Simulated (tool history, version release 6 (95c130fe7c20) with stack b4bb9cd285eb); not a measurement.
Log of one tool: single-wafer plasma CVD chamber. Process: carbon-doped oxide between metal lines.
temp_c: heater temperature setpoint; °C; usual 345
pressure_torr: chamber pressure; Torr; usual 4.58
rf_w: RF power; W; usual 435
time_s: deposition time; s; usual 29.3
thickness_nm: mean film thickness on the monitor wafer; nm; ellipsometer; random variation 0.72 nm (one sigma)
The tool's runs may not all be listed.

run     day  temp_c  pressure_torr  rf_w  time_s  read-back reference wafer on the same gauge, thickness_nm  thickness_nm
  1   0.000     336           4.58   435    29.3                                                    141.981       151.162
  2   0.579     336           4.58   435    29.3                                                    142.215       151.034
  3   1.588     345           4.58   435    29.3                                                    141.652       147.162
  4   2.238     345           4.58   435    29.3                                                    142.097       147.629
  5   3.354     345           4.86   435    29.3                                                    142.090       150.457
  6   4.412     345           4.86   435    29.3                                                    142.595       148.659
  7   4.996     345           4.86   435    29.3                                                    142.672       147.718
      5.783  -- thermocouple changed; heater temperature recalibrated
  8   5.846     338           4.58   470    29.3                                                    142.771       159.552
      6.450  -- capacitance manometer re-zeroed and calibrated
  9   7.012     338           4.58   470    29.3                                                    142.944       158.128
 10   8.112     345           4.58   435    29.3                                                    143.042       146.959
 11   9.467     345           5.44   435    34.9                                                    142.995       180.610
 12  10.808     355           4.58   460    34.5                                                    142.880       175.943
     11.633  -- showerhead replaced
 13  11.654     345           4.58   435    29.3                                                    143.293       148.738
 14  12.383     345           4.58   465    23.8                                                    143.309       125.662
     12.846  -- gauge calibrated
 15  13.067     345           4.58   435    29.3                                                    139.563       145.042
 16  13.817     345           4.58   435    29.3                                                    139.508       144.493
 17  14.608     345           4.58   465    29.3                                                    139.703       151.236
 18  15.167     345           5.19   435    26.8                                                    139.551       136.325
     15.862  -- RF generator calibrated
 19  15.954     345           4.58   435    29.3                                                    139.568       144.544
 20  17.258     339           4.58   435    34.5                                                    140.009       172.928
 21  18.083     345           5.56   490    29.3                                                    139.828       159.395
 22  18.846     345           5.48   435    29.3                                                    139.918       148.461
 23  19.967     333           4.58   400    29.3                                                    140.431       144.230
 24  20.767     345           4.58   400    29.3                                                    140.561       137.759
 25  21.858     341           5.09   485    27.5                                                    140.466       150.578
 26  22.900     345           5.11   435    29.3                                                    140.663       148.166
 27  24.179     331           4.58   435    29.3                                                    140.808       152.946

The same runs without the tool's hidden state, with the same run-to-run variation:
The hidden state here: wafer temperature above the value expected at the setpoint (K); delivered RF power above the setpoint (%); true pressure above the setpoint (%); gauge reads high (%).
run  thickness_nm
  1       148.191
  2       147.985
  3       144.055
  4       144.424
  5       147.035
  6       145.134
  7       144.137
  8       155.560
  9       154.004
 10       142.979
 11       175.497
 12       170.748
 13       144.233
 14       121.773
 15       144.739
 16       144.089
 17       150.698
 18       135.768
 19       143.845
 20       171.878
 21       158.302
 22       147.336
 23       142.984
 24       136.465
 25       149.009
 26       146.478
 27       151.019
